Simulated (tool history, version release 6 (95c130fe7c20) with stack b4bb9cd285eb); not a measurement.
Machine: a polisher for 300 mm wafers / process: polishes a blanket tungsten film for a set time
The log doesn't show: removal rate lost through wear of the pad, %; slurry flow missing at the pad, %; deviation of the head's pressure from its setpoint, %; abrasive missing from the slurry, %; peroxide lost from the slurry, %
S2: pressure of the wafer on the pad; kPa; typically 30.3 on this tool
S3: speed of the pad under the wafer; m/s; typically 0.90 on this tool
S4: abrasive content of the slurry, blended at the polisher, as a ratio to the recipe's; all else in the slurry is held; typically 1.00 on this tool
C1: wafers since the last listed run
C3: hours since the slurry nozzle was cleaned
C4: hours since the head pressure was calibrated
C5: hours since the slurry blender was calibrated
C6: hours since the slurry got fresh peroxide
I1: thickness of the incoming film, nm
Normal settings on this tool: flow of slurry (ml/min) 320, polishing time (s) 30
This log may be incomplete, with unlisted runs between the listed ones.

run 1 hour=0.0 | flow_of_slurry_(ml/min)=320 S2=30.3 S3=1.08 S4=1.00 polishing_time_(s)=30 | C1=0 wafers_polished_on_this_pad=4379 C3=592.7 C4=22.4 C5=305.6 C6=144.8 | I1=1026.7 | film_removed_(nm)=172.2
run 2 hour=69.4 | flow_of_slurry_(ml/min)=320 S2=30.3 S3=1.08 S4=1.00 polishing_time_(s)=30 | C1=1113 wafers_polished_on_this_pad=5493 C3=662.1 C4=91.8 C5=375.0 C6=214.2 | I1=1028.8 | film_removed_(nm)=169.4
-- hour=112.2 slurry nozzle cleaned
run 3 hour=134.0 | flow_of_slurry_(ml/min)=370 S2=30.3 S3=0.90 S4=1.00 polishing_time_(s)=30 | C1=1020 wafers_polished_on_this_pad=6513 C3=21.8 C4=156.4 C5=439.6 C6=278.8 | I1=1042.3 | film_removed_(nm)=150.4
-- hour=172.3 slurry blender recalibrated
-- hour=174.8 worn pad replaced by a new one
run 4 hour=193.1 | flow_of_slurry_(ml/min)=370 S2=30.3 S3=0.90 S4=1.00 polishing_time_(s)=30 | C1=876 wafers_polished_on_this_pad=293 C3=80.9 C4=215.5 C5=20.8 C6=337.9 | I1=1032.0 | film_removed_(nm)=153.8
run 5 hour=252.8 | flow_of_slurry_(ml/min)=320 S2=30.3 S3=0.90 S4=1.00 polishing_time_(s)=30 | C1=957 wafers_polished_on_this_pad=1250 C3=140.6 C4=275.2 C5=80.5 C6=397.6 | I1=1033.3 | film_removed_(nm)=148.7
run 6 hour=281.3 | flow_of_slurry_(ml/min)=320 S2=30.3 S3=0.90 S4=1.00 polishing_time_(s)=30 | C1=457 wafers_polished_on_this_pad=1707 C3=169.1 C4=303.7 C5=109.0 C6=426.1 | I1=1037.4 | film_removed_(nm)=153.7
-- hour=319.3 slurry tank refilled with fresh slurry and peroxide
run 7 hour=333.4 | flow_of_slurry_(ml/min)=320 S2=30.3 S3=1.18 S4=1.00 polishing_time_(s)=30 | C1=819 wafers_polished_on_this_pad=2527 C3=221.2 C4=355.8 C5=161.1 C6=14.1 | I1=1025.2 | film_removed_(nm)=197.0
run 8 hour=379.2 | flow_of_slurry_(ml/min)=320 S2=30.3 S3=0.90 S4=1.15 polishing_time_(s)=30 | C1=734 wafers_polished_on_this_pad=3262 C3=267.0 C4=401.6 C5=206.9 C6=59.9 | I1=1024.1 | film_removed_(nm)=155.6
run 9 hour=446.2 | flow_of_slurry_(ml/min)=425 S2=30.3 S3=0.90 S4=1.20 polishing_time_(s)=30 | C1=1074 wafers_polished_on_this_pad=4336 C3=334.0 C4=468.6 C5=273.9 C6=126.9 | I1=1048.3 | film_removed_(nm)=162.4
run 10 hour=511.5 | flow_of_slurry_(ml/min)=320 S2=35.9 S3=0.90 S4=1.00 polishing_time_(s)=30 | C1=1047 wafers_polished_on_this_pad=5384 C3=399.3 C4=533.9 C5=339.2 C6=192.2 | I1=1031.5 | film_removed_(nm)=172.8
run 11 hour=546.2 | flow_of_slurry_(ml/min)=320 S2=30.3 S3=0.90 S4=1.25 polishing_time_(s)=30 | C1=556 wafers_polished_on_this_pad=5940 C3=434.0 C4=568.6 C5=373.9 C6=226.9 | I1=1030.8 | film_removed_(nm)=152.9
-- hour=555.6 worn pad replaced by a new one
-- hour=575.2 slurry blender recalibrated
run 12 hour=575.7 | flow_of_slurry_(ml/min)=375 S2=37.2 S3=0.76 S4=0.80 polishing_time_(s)=30 | C1=376 wafers_polished_on_this_pad=290 C3=463.5 C4=598.1 C5=0.5 C6=256.4 | I1=1037.3 | film_removed_(nm)=137.0
run 13 hour=612.2 | flow_of_slurry_(ml/min)=320 S2=30.3 S3=0.90 S4=1.00 polishing_time_(s)=30 | C1=585 wafers_polished_on_this_pad=875 C3=500.0 C4=634.6 C5=37.0 C6=292.9 | I1=1016.3 | film_removed_(nm)=144.5
run 14 hour=672.7 | flow_of_slurry_(ml/min)=430 S2=30.3 S3=0.90 S4=1.00 polishing_time_(s)=30 | C1=970 wafers_polished_on_this_pad=1846 C3=560.5 C4=695.1 C5=97.5 C6=353.4 | I1=1024.1 | film_removed_(nm)=147.3
-- hour=774.9 slurry tank refilled with fresh slurry and peroxide
run 15 hour=796.4 | flow_of_slurry_(ml/min)=320 S2=35.9 S3=1.10 S4=1.00 polishing_time_(s)=27 | C1=1968 wafers_polished_on_this_pad=3814 C3=684.2 C4=818.8 C5=221.2 C6=21.5 | I1=1041.2 | film_removed_(nm)=174.9
-- hour=846.0 slurry nozzle cleaned
run 16 hour=855.8 | flow_of_slurry_(ml/min)=290 S2=30.3 S3=1.16 S4=1.00 polishing_time_(s)=30 | C1=936 wafers_polished_on_this_pad=4750 C3=9.8 C4=878.2 C5=280.6 C6=80.9 | I1=1024.6 | film_removed_(nm)=189.1
run 17 hour=903.4 | flow_of_slurry_(ml/min)=320 S2=30.3 S3=0.90 S4=0.75 polishing_time_(s)=30 | C1=763 wafers_polished_on_this_pad=5514 C3=57.4 C4=925.8 C5=328.2 C6=128.5 | I1=1046.3 | film_removed_(nm)=138.8
run 18 hour=947.2 | flow_of_slurry_(ml/min)=320 S2=30.3 S3=0.98 S4=1.00 polishing_time_(s)=30 | C1=702 wafers_polished_on_this_pad=6216 C3=101.2 C4=969.6 C5=372.0 C6=172.3 | I1=1041.8 | film_removed_(nm)=166.0
run 19 hour=1002.7 | flow_of_slurry_(ml/min)=320 S2=38.6 S3=0.82 S4=1.10 polishing_time_(s)=27 | C1=890 wafers_polished_on_this_pad=7107 C3=156.7 C4=1025.1 C5=427.5 C6=227.8 | I1=1034.0 | film_removed_(nm)=165.5
-- hour=1024.3 slurry blender recalibrated
-- hour=1028.8 worn pad replaced by a new one
run 20 hour=1055.2 | flow_of_slurry_(ml/min)=320 S2=22.1 S3=1.22 S4=0.75 polishing_time_(s)=38 | C1=745 wafers_polished_on_this_pad=423 C3=209.2 C4=1077.6 C5=30.9 C6=280.3 | I1=1051.6 | film_removed_(nm)=168.8
run 21 hour=1102.3 | flow_of_slurry_(ml/min)=320 S2=30.3 S3=0.90 S4=1.00 polishing_time_(s)=30 | C1=755 wafers_polished_on_this_pad=1178 C3=256.3 C4=1124.7 C5=78.0 C6=327.4 | I1=1029.1 | film_removed_(nm)=152.1
run 22 hour=1142.8 | flow_of_slurry_(ml/min)=320 S2=35.2 S3=0.90 S4=1.00 polishing_time_(s)=30 | C1=649 wafers_polished_on_this_pad=1828 C3=296.8 C4=1165.2 C5=118.5 C6=367.9 | I1=1021.5 | film_removed_(nm)=172.8
run 23 hour=1175.8 | flow_of_slurry_(ml/min)=320 S2=30.3 S3=0.90 S4=1.00 polishing_time_(s)=30 | C1=529 wafers_polished_on_this_pad=2357 C3=329.8 C4=1198.2 C5=151.5 C6=400.9 | I1=1020.9 | film_removed_(nm)=151.3
run 24 hour=1206.6 | flow_of_slurry_(ml/min)=320 S2=30.3 S3=1.00 S4=1.10 polishing_time_(s)=38 | C1=494 wafers_polished_on_this_pad=2851 C3=360.6 C4=1229.0 C5=182.3 C6=431.7 | I1=1033.9 | film_removed_(nm)=218.9
-- hour=1228.0 head pressure recalibrated
-- hour=1256.9 slurry tank refilled with fresh slurry and peroxide
run 25 hour=1263.3 | flow_of_slurry_(ml/min)=320 S2=30.3 S3=0.90 S4=1.00 polishing_time_(s)=30 | C1=861 wafers_polished_on_this_pad=3713 C3=417.3 C4=35.3 C5=239.0 C6=6.4 | I1=1018.2 | film_removed_(nm)=147.1
run 26 hour=1313.9 | flow_of_slurry_(ml/min)=320 S2=30.3 S3=0.90 S4=1.00 polishing_time_(s)=30 | C1=811 wafers_polished_on_this_pad=4524 C3=467.9 C4=85.9 C5=289.6 C6=57.0 | I1=1032.6 | film_removed_(nm)=150.0
run 27 hour=1374.8 | flow_of_slurry_(ml/min)=390 S2=30.3 S3=0.90 S4=1.00 polishing_time_(s)=37 | C1=976 wafers_polished_on_this_pad=5501 C3=528.8 C4=146.8 C5=350.5 C6=117.9 | I1=1031.7 | film_removed_(nm)=180.5

Below are 3 alternative next runs, each starting from the tool's condition after run 27. Predict each:
run A hour=1375.2 | flow_of_slurry_(ml/min)=320 S2=30.3 S3=0.90 S4=0.80 polishing_time_(s)=30 | C1=6 wafers_polished_on_this_pad=5508 C3=529.2 C4=147.2 C5=350.9 C6=118.3 | I1=1035.1 | film_removed_(nm)=?
run B hour=1375.2 | flow_of_slurry_(ml/min)=320 S2=30.3 S3=1.22 S4=1.00 polishing_time_(s)=30 | C1=6 wafers_polished_on_this_pad=5508 C3=529.2 C4=147.2 C5=350.9 C6=118.3 | I1=1035.1 | film_removed_(nm)=?
run C hour=1375.2 | flow_of_slurry_(ml/min)=265 S2=34.5 S3=0.90 S4=1.00 polishing_time_(s)=27 | C1=6 wafers_polished_on_this_pad=5508 C3=529.2 C4=147.2 C5=350.9 C6=118.3 | I1=1035.1 | film_removed_(nm)=?

run=A film_removed_(nm)=135.4
run=B film_removed_(nm)=199.0
run=C film_removed_(nm)=145.7
The same runs, with their run-to-run variation unchanged, on a tool lacking any hidden condition would have given:
run=A film_removed_(nm)=142.1
run=B film_removed_(nm)=208.9
run=C film_removed_(nm)=154.6
